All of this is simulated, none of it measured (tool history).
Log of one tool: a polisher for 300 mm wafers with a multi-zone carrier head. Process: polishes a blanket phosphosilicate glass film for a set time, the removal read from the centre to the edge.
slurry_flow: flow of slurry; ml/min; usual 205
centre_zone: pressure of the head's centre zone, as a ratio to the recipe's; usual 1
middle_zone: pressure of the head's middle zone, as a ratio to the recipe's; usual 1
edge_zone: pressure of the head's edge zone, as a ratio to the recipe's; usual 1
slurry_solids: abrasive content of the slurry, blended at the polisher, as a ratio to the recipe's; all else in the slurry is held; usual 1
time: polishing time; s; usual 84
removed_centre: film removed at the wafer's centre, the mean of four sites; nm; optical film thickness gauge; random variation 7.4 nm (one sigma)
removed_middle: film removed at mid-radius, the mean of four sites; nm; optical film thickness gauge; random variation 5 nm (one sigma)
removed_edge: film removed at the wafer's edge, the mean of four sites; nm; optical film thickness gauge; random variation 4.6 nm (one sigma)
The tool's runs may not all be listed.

run	hour	slurry_flow	centre_zone	middle_zone	edge_zone	slurry_solids	time	incoming thickness of the incoming film, nm	removed_centre	removed_middle	removed_edge
1	0	205	1	1	1	1	84	2468.4	554.2	550.7	554.6
2	34.6	205	1	1	1	1	84	2498	557.4	553.9	556.4
3	49.6	205	1	1	1	1	84	2483.9	549.5	552.7	551.6
# hour 69.9: worn pad replaced by a new one
4	74.8	205	1	1	1	1	84	2523.6	536.8	554	555.1
# hour 121.6: centre zone pressure recalibrated
# hour 137.7: slurry nozzle cleaned
5	149.2	205	1.07	1	1	1	84	2497.2	576.3	548.7	551.5
6	181.9	205	1.07	1	1	1	84	2470.4	571	559	553.2
# hour 205.7: carrier head's membrane replaced by a new one
7	206.2	205	1.08	1	1	1	84	2476.1	590.9	548.6	560.5
# hour 211.3: worn pad replaced by a new one
8	214.2	205	1.08	1	1	1	66	2494.3	463.4	435.2	436.9
9	242.7	205	1	1	1	1.15	109	2523.5	751.4	767	763
10	264.3	205	0.95	1	0.88	1	84	2453.3	533.2	551.6	515.8
11	291.5	265	0.96	1.05	0.89	1	84	2476	551	602.1	535.6
12	309.6	205	1	1	1	1	84	2497.7	551.1	560.3	550.5
# hour 315.5: edge zone pressure recalibrated
13	325.4	205	0.95	1	0.88	1	84	2526.8	525.1	558.1	524.5
14	341	205	1	1.05	1	0.75	84	2535.1	471.6	496.6	478.8

Run 15 comes next. What will it give?
# hour 373.2: worn pad replaced by a new one
15	373.7	205	1	1	0.95	0.7	84	2541	?	?	?

removed_centre: 465.3 nm
removed_middle: 449.9 nm
removed_edge: 453.5 nm
Without the tool's hidden state the same run would have given removed_centre 465.3 nm, removed_middle 449.9 nm, removed_edge 453.5 nm.
